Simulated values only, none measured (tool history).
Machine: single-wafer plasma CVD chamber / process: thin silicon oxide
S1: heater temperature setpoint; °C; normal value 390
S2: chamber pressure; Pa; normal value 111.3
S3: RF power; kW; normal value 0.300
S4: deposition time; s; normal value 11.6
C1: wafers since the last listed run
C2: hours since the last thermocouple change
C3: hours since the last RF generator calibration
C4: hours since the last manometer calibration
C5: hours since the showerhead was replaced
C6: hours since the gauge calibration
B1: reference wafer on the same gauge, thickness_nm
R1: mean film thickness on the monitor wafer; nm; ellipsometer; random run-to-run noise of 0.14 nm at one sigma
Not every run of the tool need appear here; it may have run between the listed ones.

run    hour   S1     S2     S3    S4    C1      C2      C3      C4      C5      C6      B1      R1
  1     0.0  390  111.3  0.300  13.2     0   948.2  2474.4   761.1  3586.6   700.0  22.416  26.201
  2    54.7  390  111.3  0.300  13.2   978  1002.9  2529.1   815.8  3641.3   754.7  22.412  26.173
  3   238.6  390  111.3  0.300  13.2  3288  1186.8  2713.0   999.7  3825.2   938.6  22.379  26.174
  4   291.3  390  111.3  0.280  11.6   942  1239.5  2765.7  1052.4  3877.9   991.3  22.391  22.234
      313.4  -- thermocouple changed; heater temperature recalibrated
      328.5  -- RF generator calibrated
  5   394.9  390  111.3  0.300  11.6  1566    81.5    66.4  1156.0  3981.5  1094.9  22.384  22.902
  6   429.4  390  111.3  0.300  11.6   616   116.0   100.9  1190.5  4016.0  1129.4  22.397  22.872
      463.3  -- showerhead replaced
      559.6  -- gauge calibrated
  7   614.2  390  111.3  0.300  11.6  3161   300.8   285.7  1375.3   150.9    54.6  22.373  22.944
      676.4  -- capacitance manometer re-zeroed and calibrated
  8   676.9  379  111.3  0.355  11.6   978   363.5   348.4     0.5   213.6   117.3  22.375  25.269
  9   728.5  390  111.3  0.265  11.6   922   415.1   400.0    52.1   265.2   168.9  22.405  22.681
 10   787.9  385   98.0  0.340  11.6  1062   474.5   459.4   111.5   324.6   228.3  22.399  21.967
 11   854.7  383  111.3  0.270  11.6  1194   541.3   526.2   178.3   391.4   295.1  22.404  22.680
 12   881.0  390  111.3  0.250  11.6   470   567.6   552.5   204.6   417.7   321.4  22.369  21.707
 13   928.8  401  131.3  0.280  10.0   854   615.4   600.3   252.4   465.5   369.2  22.406  21.535
 14   965.9  390  111.3  0.300  13.2   663   652.5   637.4   289.5   502.6   406.3  22.396  26.092
 15  1025.6  390  111.3  0.265  10.1  1067   712.2   697.1   349.2   562.3   466.0  22.399  18.983

Some steps in R1 between neighbouring runs. How much of each would the tool show without its hidden state too (settings, what came in, random variation), and how much is left for the hidden state, with any gauge scatter that isn't in both results?
What the log doesn't record here: wafer temperature above the value expected at the setpoint (K); delivered RF power above the setpoint (%); true pressure above the setpoint (%); gauge reads high (%).
Run 7 -> 8: S1 390 -> 379, S3 0.300 -> 0.355, capacitance manometer re-zeroed and calibrated. R1 +2.325 nm: hidden state +0.905, all else +1.420.
Run 14 -> 15: S3 0.300 -> 0.265, S4 13.2 -> 10.1. R1 -7.109 nm: hidden state +0.221, all else -7.330.
